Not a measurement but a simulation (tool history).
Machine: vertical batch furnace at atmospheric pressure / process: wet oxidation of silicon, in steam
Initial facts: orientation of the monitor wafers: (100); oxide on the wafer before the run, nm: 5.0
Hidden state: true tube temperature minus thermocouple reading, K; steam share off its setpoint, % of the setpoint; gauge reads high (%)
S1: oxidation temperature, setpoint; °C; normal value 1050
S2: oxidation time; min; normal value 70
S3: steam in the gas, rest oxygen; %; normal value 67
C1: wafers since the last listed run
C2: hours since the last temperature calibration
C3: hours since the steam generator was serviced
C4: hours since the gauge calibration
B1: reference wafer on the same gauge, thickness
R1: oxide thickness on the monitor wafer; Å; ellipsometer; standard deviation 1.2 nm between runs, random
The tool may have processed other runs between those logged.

run,day,S1,S2,S3,C1,C2,C3,C4,B1,R1
1,0,1050,70,67,0,1786.8,425.4,742.8,593.78,5075.9
2,2.746,1050,70,67,488,1852.7,491.3,808.7,594.55,5104.6
3,5.55,1050,70,67,499,1920,558.6,876,593.89,5064.6
4,8.442,1050,70,67,514,1989.4,628,945.4,594.07,5069.9
5,12.925,1050,70,67,797,2097,735.6,1053,594.34,5094.4
6,17.033,1050,70,67,731,2195.6,834.2,1151.6,593.45,5052.3
7,19.558,1050,93,67,449,2256.2,894.8,1212.2,593.46,6026
8,23.858,1050,93,67,765,2359.4,998,1315.4,594.47,6013.5
9,26.283,1050,70,67,431,2417.6,1056.2,1373.6,593.85,5072.9
10,29.846,1050,70,67,634,2503.1,1141.7,1459.1,594.48,5078.4
11,33.175,1050,70,67,592,2583,1221.6,1539,593.82,5052.7
12,36.779,1050,70,67,641,2669.5,1308.1,1625.5,594.61,5063.5
13,39.25,1050,70,67,439,2728.8,1367.4,1684.8,594.18,5057.4
14,43.046,1050,88.5,73,675,2819.9,1458.5,1775.9,594.7,6105.4
# day 44.512: gauge calibrated
15,44.579,1050,88.5,73,272,2856.7,1495.3,1.6,594.76,6122.8
16,48.104,1050,70,60,627,2941.3,1579.9,86.2,593.13,4713.9
17,52.5,1050,70,60,782,3046.8,1685.4,191.7,593.86,4707.4
# day 53.542: steam generator serviced
18,55.121,1050,70,60,288,3109.7,37.9,254.6,594.05,4748.8
19,58.296,1050,70,67,565,3185.9,114.1,330.8,594,5105.8
20,62.333,1050,70,59,718,3282.8,211,427.7,593.58,4715.4

Predict the results of run 21:
21,65.412,1035,49,57,547,3356.7,284.9,501.6,?,?

{"run 21": {"B1": 593.23, "R1": 3368.7}}
Were there no unlogged condition in the tool, this run, its random variation unchanged, would have produced R1 3264.6 Å.

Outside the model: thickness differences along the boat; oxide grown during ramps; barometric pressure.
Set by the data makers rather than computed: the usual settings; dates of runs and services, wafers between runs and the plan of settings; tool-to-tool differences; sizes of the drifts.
